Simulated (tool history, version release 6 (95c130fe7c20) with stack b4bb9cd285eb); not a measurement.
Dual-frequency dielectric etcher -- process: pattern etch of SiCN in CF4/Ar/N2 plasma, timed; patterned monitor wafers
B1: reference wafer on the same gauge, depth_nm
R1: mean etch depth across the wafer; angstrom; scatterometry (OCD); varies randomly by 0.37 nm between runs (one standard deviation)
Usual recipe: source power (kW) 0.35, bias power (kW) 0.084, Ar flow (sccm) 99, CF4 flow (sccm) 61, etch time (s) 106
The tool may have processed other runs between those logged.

run 1 hour=0 | source_power_(kW)=0.35 bias_power_(kW)=0.069 Ar_flow_(sccm)=81 CF4_flow_(sccm)=55 etch_time_(s)=88 | B1=63.4 | R1=526
run 2 hour=20 | source_power_(kW)=0.35 bias_power_(kW)=0.084 Ar_flow_(sccm)=81 CF4_flow_(sccm)=61 etch_time_(s)=106 | B1=63.4 | R1=760
run 3 hour=50.8 | source_power_(kW)=0.28 bias_power_(kW)=0.084 Ar_flow_(sccm)=81 CF4_flow_(sccm)=61 etch_time_(s)=106 | B1=63.4 | R1=691
run 4 hour=63.1 | source_power_(kW)=0.3 bias_power_(kW)=0.095 Ar_flow_(sccm)=123 CF4_flow_(sccm)=61 etch_time_(s)=106 | B1=63.4 | R1=759
run 5 hour=91.1 | source_power_(kW)=0.35 bias_power_(kW)=0.084 Ar_flow_(sccm)=99 CF4_flow_(sccm)=61 etch_time_(s)=106 | B1=63.3 | R1=754
-- hour=103.5 CF4 flow controller replaced
-- hour=107.7 source power generator calibrated
run 6 hour=171.1 | source_power_(kW)=0.35 bias_power_(kW)=0.084 Ar_flow_(sccm)=99 CF4_flow_(sccm)=53 etch_time_(s)=94 | B1=63.3 | R1=661
run 7 hour=197.2 | source_power_(kW)=0.35 bias_power_(kW)=0.084 Ar_flow_(sccm)=79 CF4_flow_(sccm)=61 etch_time_(s)=122 | B1=63.4 | R1=893
run 8 hour=213.8 | source_power_(kW)=0.35 bias_power_(kW)=0.084 Ar_flow_(sccm)=99 CF4_flow_(sccm)=61 etch_time_(s)=106 | B1=63.4 | R1=760
run 9 hour=233.8 | source_power_(kW)=0.35 bias_power_(kW)=0.071 Ar_flow_(sccm)=99 CF4_flow_(sccm)=61 etch_time_(s)=130 | B1=63.4 | R1=807
run 10 hour=255.3 | source_power_(kW)=0.35 bias_power_(kW)=0.084 Ar_flow_(sccm)=99 CF4_flow_(sccm)=61 etch_time_(s)=106 | B1=63.5 | R1=771
run 11 hour=268.9 | source_power_(kW)=0.35 bias_power_(kW)=0.084 Ar_flow_(sccm)=99 CF4_flow_(sccm)=61 etch_time_(s)=106 | B1=63.4 | R1=760

The next listed run, before its measurement:
run 12 hour=288.6 | source_power_(kW)=0.3 bias_power_(kW)=0.084 Ar_flow_(sccm)=84 CF4_flow_(sccm)=51 etch_time_(s)=124.5 | B1=? | R1=?

{"run 12": {"B1": 63.5, "R1": 835}}
Minus the tool's unlogged condition, the same run would have read R1 801 angstrom.
